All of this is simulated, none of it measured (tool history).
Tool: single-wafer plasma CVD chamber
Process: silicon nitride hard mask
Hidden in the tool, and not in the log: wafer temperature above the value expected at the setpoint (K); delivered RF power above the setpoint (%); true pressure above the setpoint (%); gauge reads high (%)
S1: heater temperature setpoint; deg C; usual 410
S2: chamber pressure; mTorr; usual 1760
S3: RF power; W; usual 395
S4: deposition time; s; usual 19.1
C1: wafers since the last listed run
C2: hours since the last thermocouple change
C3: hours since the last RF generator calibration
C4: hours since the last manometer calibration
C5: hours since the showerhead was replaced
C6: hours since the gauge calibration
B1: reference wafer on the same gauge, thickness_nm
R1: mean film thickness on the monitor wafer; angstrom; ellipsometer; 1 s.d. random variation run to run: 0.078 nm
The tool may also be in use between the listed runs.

run	hour	S1	S2	S3	S4	C1	C2	C3	C4	C5	C6	B1	R1
1	0.0	410	1760	395	19.1	0	2603.1	1544.5	910.8	3867.7	463.7	33.523	272.59
# hour 8.2: showerhead replaced
2	12.1	410	2020	395	19.1	99	2615.2	1556.6	922.9	3.9	475.8	33.543	283.03
3	21.1	410	1930	395	19.1	218	2624.2	1565.6	931.9	12.9	484.8	33.527	279.71
4	37.2	410	1930	395	19.1	391	2640.3	1581.7	948.0	29.0	500.9	33.472	279.04
# hour 50.7: capacitance manometer re-zeroed and calibrated
5	51.2	410	1760	395	20.5	145	2654.3	1595.7	0.5	43.0	514.9	33.477	291.34
6	60.0	410	1760	395	19.1	214	2663.1	1604.5	9.3	51.8	523.7	33.488	272.33
# hour 71.2: RF generator calibrated
7	75.7	420	1760	395	19.1	187	2678.8	4.5	25.0	67.5	539.4	33.518	282.29
8	87.6	423	2170	395	17.2	289	2690.7	16.4	36.9	79.4	551.3	33.509	267.24
9	94.3	403	1760	395	17.6	163	2697.4	23.1	43.6	86.1	558.0	33.501	261.00
# hour 105.4: gauge calibrated
# hour 105.5: thermocouple changed; heater temperature recalibrated
10	110.5	410	1760	395	15.7	199	5.0	39.3	59.8	102.3	5.1	33.484	230.70
11	119.0	410	1760	395	19.1	206	13.5	47.8	68.3	110.8	13.6	33.534	281.64
12	135.8	410	1760	325	19.1	408	30.3	64.6	85.1	127.6	30.4	33.503	257.65
13	145.4	410	1760	395	19.1	233	39.9	74.2	94.7	137.2	40.0	33.478	281.79
14	163.2	410	1760	395	19.1	433	57.7	92.0	112.5	155.0	57.8	33.498	281.51
15	181.2	410	1500	450	16.7	437	75.7	110.0	130.5	173.0	75.8	33.517	248.32
16	194.7	410	1980	395	19.1	328	89.2	123.5	144.0	186.5	89.3	33.494	292.62
17	203.3	410	1760	395	19.1	209	97.8	132.1	152.6	195.1	97.9	33.474	281.92
18	219.4	410	1760	395	19.1	391	113.9	148.2	168.7	211.2	114.0	33.504	280.49
19	234.8	420	1760	430	19.1	374	129.3	163.6	184.1	226.6	129.4	33.518	289.73
20	246.5	403	1370	395	19.1	284	141.0	175.3	195.8	238.3	141.1	33.446	261.69
21	263.8	410	1960	355	22.0	420	158.3	192.6	213.1	255.6	158.4	33.521	318.44
22	272.9	410	1760	395	19.1	221	167.4	201.7	222.2	264.7	167.5	33.502	281.19
23	289.5	410	1760	395	19.1	403	184.0	218.3	238.8	281.3	184.1	33.460	281.03
24	302.3	410	1760	395	19.1	311	196.8	231.1	251.6	294.1	196.9	33.506	280.78
25	317.2	410	1760	440	21.8	362	211.7	246.0	266.5	309.0	211.8	33.479	335.53
26	323.3	417	1760	330	17.5	148	217.8	252.1	272.6	315.1	217.9	33.533	237.22
27	331.6	402	1760	330	19.1	201	226.1	260.4	280.9	323.4	226.2	33.474	262.02
28	344.0	423	1530	365	19.1	301	238.5	272.8	293.3	335.8	238.6	33.503	257.58
29	358.2	410	1760	395	19.1	345	252.7	287.0	307.5	350.0	252.8	33.487	281.70

Give the tool's hidden conditions for every run:
wafer temperature above the value expected at the setpoint (K): 0 on each run
true pressure above the setpoint (%): 0 on each run
gauge reads high (%): 0 on each run
H1: delivered RF power above the setpoint (%)
run	H1
1	-8.79
2	-8.86
3	-8.9
4	-8.99
5	-9.06
6	-9.11
7	-0.599
8	-0.662
9	-0.697
10	-0.783
11	-0.828
12	-0.917
13	-0.968
14	-1.06
15	-1.16
16	-1.23
17	-1.28
18	-1.36
19	-1.44
20	-1.5
21	-1.6
22	-1.64
23	-1.73
24	-1.8
25	-1.88
26	-1.91
27	-1.96
28	-2.02
29	-2.1
